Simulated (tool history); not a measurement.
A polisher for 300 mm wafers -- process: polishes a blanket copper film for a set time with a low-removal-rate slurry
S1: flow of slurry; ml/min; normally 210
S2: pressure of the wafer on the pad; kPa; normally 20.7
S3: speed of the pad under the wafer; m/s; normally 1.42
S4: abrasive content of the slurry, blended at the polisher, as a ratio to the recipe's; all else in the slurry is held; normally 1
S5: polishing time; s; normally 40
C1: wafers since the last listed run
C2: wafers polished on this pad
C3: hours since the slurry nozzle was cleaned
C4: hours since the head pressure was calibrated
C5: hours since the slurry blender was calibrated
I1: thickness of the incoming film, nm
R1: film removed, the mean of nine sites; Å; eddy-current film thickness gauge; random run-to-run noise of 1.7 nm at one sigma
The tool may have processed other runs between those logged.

| run | hour | S1 | S2 | S3 | S4 | S5 | C1 | C2 | C3 | C4 | C5 | I1 | R1 |
|---|---|---|---|---|---|---|---|---|---|---|---|---|---|
| 1 | 0 | 210 | 20.7 | 1.42 | 1 | 40 | 0 | 888 | 622.7 | 359.1 | 0 | 943.1 | 1623 |
|  | 5.6 | worn pad replaced by a new one |
| 2 | 15.2 | 210 | 20.7 | 1.42 | 1 | 40 | 167 | 143 | 637.9 | 374.3 | 15.2 | 915.4 | 1618 |
| 3 | 24.4 | 210 | 20.7 | 1.42 | 1 | 40 | 137 | 280 | 647.1 | 383.5 | 24.4 | 942.8 | 1619 |
| 4 | 31.5 | 210 | 20.7 | 1.42 | 1 | 33 | 106 | 386 | 654.2 | 390.6 | 31.5 | 940.4 | 1356 |
| 5 | 37.8 | 210 | 15.2 | 1.42 | 1.1 | 40 | 94 | 480 | 660.5 | 396.9 | 37.8 | 926.1 | 1219 |
| 6 | 52.3 | 210 | 15.2 | 1.42 | 1.1 | 40 | 216 | 697 | 675 | 411.4 | 52.3 | 913.5 | 1218 |
|  | 61.3 | worn pad replaced by a new one |
| 7 | 62.8 | 210 | 15.2 | 1.42 | 1.1 | 40 | 97 | 22 | 685.5 | 421.9 | 62.8 | 951 | 1216 |
| 8 | 71.8 | 230 | 20.7 | 1.42 | 1 | 40 | 134 | 156 | 694.5 | 430.9 | 71.8 | 932.1 | 1621 |
| 9 | 80.1 | 230 | 20.7 | 1.42 | 1 | 40 | 123 | 280 | 702.8 | 439.2 | 80.1 | 929.3 | 1685 |
| 10 | 117.5 | 210 | 20.7 | 1.42 | 1 | 40 | 558 | 839 | 740.2 | 476.6 | 117.5 | 925.5 | 1610 |
|  | 122.4 | worn pad replaced by a new one |
| 11 | 126.6 | 210 | 20.7 | 1.42 | 1 | 40 | 76 | 63 | 749.3 | 485.7 | 126.6 | 927.7 | 1636 |
|  | 163.6 | slurry nozzle cleaned |
|  | 178.9 | worn pad replaced by a new one |
| 12 | 179.4 | 210 | 20.7 | 1.42 | 1 | 40 | 713 | 7 | 15.8 | 538.5 | 179.4 | 937.5 | 1582 |
| 13 | 186 | 210 | 20.7 | 1.42 | 1 | 40 | 98 | 106 | 22.4 | 545.1 | 186 | 929 | 1616 |
| 14 | 198.9 | 235 | 20.7 | 1.42 | 1 | 40 | 192 | 298 | 35.3 | 558 | 198.9 | 935.9 | 1653 |
| 15 | 206.3 | 210 | 20.7 | 1.42 | 0.85 | 40 | 110 | 409 | 42.7 | 565.4 | 206.3 | 939.2 | 1568 |
|  | 216.2 | slurry blender recalibrated |
| 16 | 216.7 | 210 | 26.9 | 1.42 | 1 | 27 | 125 | 534 | 53.1 | 575.8 | 0.5 | 940.2 | 1416 |
| 17 | 222.1 | 210 | 20.7 | 1.42 | 1 | 35 | 80 | 615 | 58.5 | 581.2 | 5.9 | 943.2 | 1442 |
| 18 | 238.7 | 210 | 20.7 | 1.42 | 1 | 40 | 247 | 863 | 75.1 | 597.8 | 22.5 | 924.5 | 1615 |
|  | 248 | head pressure recalibrated |
|  | 251.7 | worn pad replaced by a new one |
| 19 | 252.2 | 210 | 20.7 | 1.42 | 1 | 53 | 117 | 7 | 88.6 | 4.2 | 36 | 908.8 | 2179 |
| 20 | 275.6 | 210 | 20.7 | 1.9 | 1 | 35 | 349 | 356 | 112 | 27.6 | 59.4 | 928.6 | 1919 |
| 21 | 286.3 | 210 | 20.7 | 1 | 1 | 40 | 159 | 516 | 122.7 | 38.3 | 70.1 | 935.4 | 1144 |
| 22 | 296.5 | 140 | 26.9 | 1.2 | 1.25 | 40 | 152 | 669 | 132.9 | 48.5 | 80.3 | 915.8 | 1781 |
| 23 | 303.8 | 210 | 20.7 | 1.72 | 1 | 53 | 109 | 778 | 140.2 | 55.8 | 87.6 | 913.2 | 2564 |
|  | 313.1 | worn pad replaced by a new one |
| 24 | 320.5 | 210 | 20.7 | 1.42 | 1 | 40 | 189 | 110 | 156.9 | 72.5 | 104.3 | 920.8 | 1618 |

Run 25, settings as shown, results not yet in. Your forecast:
| 25 | 326.8 | 160 | 17.2 | 1.42 | 1 | 34 | 94 | 204 | 163.2 | 78.8 | 110.6 | 919.2 | ? |

Run 25 gave R1 1118 Å.
On a tool with no hidden condition, and with the same random variation, this run would have come out at R1 1118 Å.

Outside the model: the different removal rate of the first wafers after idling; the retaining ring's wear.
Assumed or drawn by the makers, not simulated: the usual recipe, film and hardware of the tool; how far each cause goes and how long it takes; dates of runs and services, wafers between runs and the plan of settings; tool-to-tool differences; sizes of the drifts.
